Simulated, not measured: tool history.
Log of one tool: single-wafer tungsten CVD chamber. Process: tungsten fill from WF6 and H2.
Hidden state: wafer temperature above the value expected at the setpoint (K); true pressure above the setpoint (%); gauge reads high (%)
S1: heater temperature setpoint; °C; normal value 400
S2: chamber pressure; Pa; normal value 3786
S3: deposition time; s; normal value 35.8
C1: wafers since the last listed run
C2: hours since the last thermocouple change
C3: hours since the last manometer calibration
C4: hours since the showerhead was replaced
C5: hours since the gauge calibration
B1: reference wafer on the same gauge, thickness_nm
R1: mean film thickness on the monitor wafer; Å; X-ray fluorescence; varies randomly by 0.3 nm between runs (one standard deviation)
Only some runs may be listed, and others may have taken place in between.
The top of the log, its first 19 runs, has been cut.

run	hour	S1	S2	S3	C1	C2	C3	C4	C5	B1	R1
20	919.7	400	3786	35.8	927	2230.3	707.9	197	742.5	103.936	1078.26
21	968.4	400	3293	30	779	2279	756.6	245.7	791.2	103.97	837.41
22	1031.6	400	3786	31.7	1011	2342.2	819.8	308.9	854.4	103.937	952.13
23	1064.2	407	3786	39.6	521	2374.8	852.4	341.5	887	103.893	1358.04
24	1116.2	409	3226	35.8	831	2426.8	904.4	393.5	939	104.07	1183.25
# hour 1130.3: thermocouple changed; heater temperature recalibrated
25	1180.3	405	3786	31.8	897	50	968.5	457.6	1003.1	104.084	1072.69
26	1233.8	387	4133	29.5	855	103.5	1022	511.1	1056.6	104.099	716.08
27	1302.9	413	3786	31.3	1105	172.6	1091.1	580.2	1125.7	103.925	1214.43
28	1355.5	400	2973	41.5	841	225.2	1143.7	632.8	1178.3	103.828	1126.72
29	1422.1	412	3786	35.8	1065	291.8	1210.3	699.4	1244.9	104.045	1367.31
30	1447.6	390	4666	35.8	407	317.3	1235.8	724.9	1270.4	104.061	988.19
31	1494.8	400	3786	41.4	755	364.5	1283	772.1	1317.6	104.022	1267.15
32	1559.2	400	4106	28.7	1030	428.9	1347.4	836.5	1382	103.959	910.04
33	1585.2	400	4146	35.8	415	454.9	1373.4	862.5	1408	104.01	1136.58
34	1632.4	400	3786	35.8	755	502.1	1420.6	909.7	1455.2	104.037	1094.95
# hour 1646.8: capacitance manometer re-zeroed and calibrated
35	1695	400	3786	35.8	873	564.7	48.2	972.3	1517.8	103.938	1070.39

Here are 3 independent what-if runs from the current tool condition. What would each one return?
A	1695.4	400	3786	35.8	6	565.1	48.6	972.7	1518.2	?	?
B	1695.4	387	4586	32.8	6	565.1	48.6	972.7	1518.2	?	?
C	1695.4	407	4413	35.8	6	565.1	48.6	972.7	1518.2	?	?

run	B1	R1
A	104.09	1068.73
B	104.09	819.54
C	104.09	1314.67
Take away the tool's hidden state, keep each run's random variation, and the runs would have read:
run	R1
A	1068.66
B	819.44
C	1314.59
